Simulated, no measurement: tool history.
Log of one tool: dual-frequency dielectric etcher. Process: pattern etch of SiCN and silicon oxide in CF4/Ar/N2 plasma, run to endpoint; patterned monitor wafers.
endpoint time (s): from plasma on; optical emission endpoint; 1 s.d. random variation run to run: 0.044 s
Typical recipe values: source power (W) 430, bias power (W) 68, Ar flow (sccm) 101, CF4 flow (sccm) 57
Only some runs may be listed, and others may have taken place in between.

run	hour	source power (W)	bias power (W)	Ar flow (sccm)	CF4 flow (sccm)	wafers since the last listed run	hours since the last wet clean	hours since the last source power generator calibration	hours since the last bias power generator calibration	hours since the last Ar flow controller change	hours since the last CF4 flow controller change	hours since the last upper electrode change	incoming incoming film thickness, nm	endpoint time (s)
1	0.0	430	68	101	57	0	307.4	4196.0	2267.8	2916.0	90.6	3793.2	11.51	15.1
2	14.9	430	68	101	57	249	322.3	4210.9	2282.7	2930.9	105.5	3808.1	11.42	15.0
3	28.1	430	68	101	57	221	335.5	4224.1	2295.9	2944.1	118.7	3821.3	11.44	15.0
# hour 46.7: Ar flow controller replaced
4	47.2	520	62	82	57	219	354.6	4243.2	2315.0	0.5	137.8	3840.4	11.43	13.3
5	66.0	430	56	101	57	315	373.4	4262.0	2333.8	19.3	156.6	3859.2	11.45	16.0
# hour 93.6: upper electrode replaced
# hour 117.0: wet clean of the chamber
6	117.5	360	80	111	57	69	0.5	4313.5	2385.3	70.8	208.1	23.9	11.58	15.8
7	117.8	430	53	84	57	5	0.8	4313.8	2385.6	71.1	208.4	24.2	11.54	15.5
8	118.1	430	59	101	53	5	1.1	4314.1	2385.9	71.4	208.7	24.5	11.44	15.4
9	118.4	370	68	119	57	5	1.4	4314.4	2386.2	71.7	209.0	24.8	11.49	16.4
10	125.4	480	75	117	62	117	8.4	4321.4	2393.2	78.7	216.0	31.8	11.64	13.4
11	141.1	430	68	101	57	263	24.1	4337.1	2408.9	94.4	231.7	47.5	11.47	14.7
# hour 149.7: bias power generator calibrated
# hour 152.0: source power generator calibrated
12	155.4	430	68	101	57	134	38.4	3.4	5.7	108.7	246.0	61.8	11.52	14.7
13	169.2	350	68	76	57	231	52.2	17.2	19.5	122.5	259.8	75.6	11.47	16.2
14	193.1	430	68	101	57	400	76.1	41.1	43.4	146.4	283.7	99.5	11.46	14.7
15	203.9	430	68	101	57	181	86.9	51.9	54.2	157.2	294.5	110.3	11.52	14.8
16	228.6	430	68	101	57	414	111.6	76.6	78.9	181.9	319.2	135.0	11.50	14.8
17	245.7	380	68	101	61	286	128.7	93.7	96.0	199.0	336.3	152.1	11.54	15.9
18	262.4	430	68	123	57	279	145.4	110.4	112.7	215.7	353.0	168.8	11.56	15.4
19	269.4	480	59	91	57	117	152.4	117.4	119.7	222.7	360.0	175.8	11.54	14.3
20	281.6	430	54	80	61	204	164.6	129.6	131.9	234.9	372.2	188.0	11.51	15.3
21	299.4	350	74	86	48	298	182.4	147.4	149.7	252.7	390.0	205.8	11.51	16.7
22	306.8	430	68	101	57	124	189.8	154.8	157.1	260.1	397.4	213.2	11.55	15.0
23	320.2	380	59	84	53	224	203.2	168.2	170.5	273.5	410.8	226.6	11.57	16.8
24	336.3	460	68	101	68	269	219.3	184.3	186.6	289.6	426.9	242.7	11.43	13.8

Alternative continuations, all from the tool just after run 24; predict every row:
A	336.7	430	68	101	62	6	219.7	184.7	187.0	290.0	427.3	243.1	11.46	?
B	336.7	530	68	101	57	6	219.7	184.7	187.0	290.0	427.3	243.1	11.46	?
C	336.7	320	68	101	61	6	219.7	184.7	187.0	290.0	427.3	243.1	11.46	?
D	336.7	430	59	101	57	6	219.7	184.7	187.0	290.0	427.3	243.1	11.46	?

run	endpoint time (s)
A	14.8
B	13.1
C	17.8
D	15.7
What these runs would have given with no unlogged condition in the tool:
run	endpoint time (s)
A	14.4
B	12.7
C	17.3
D	15.3
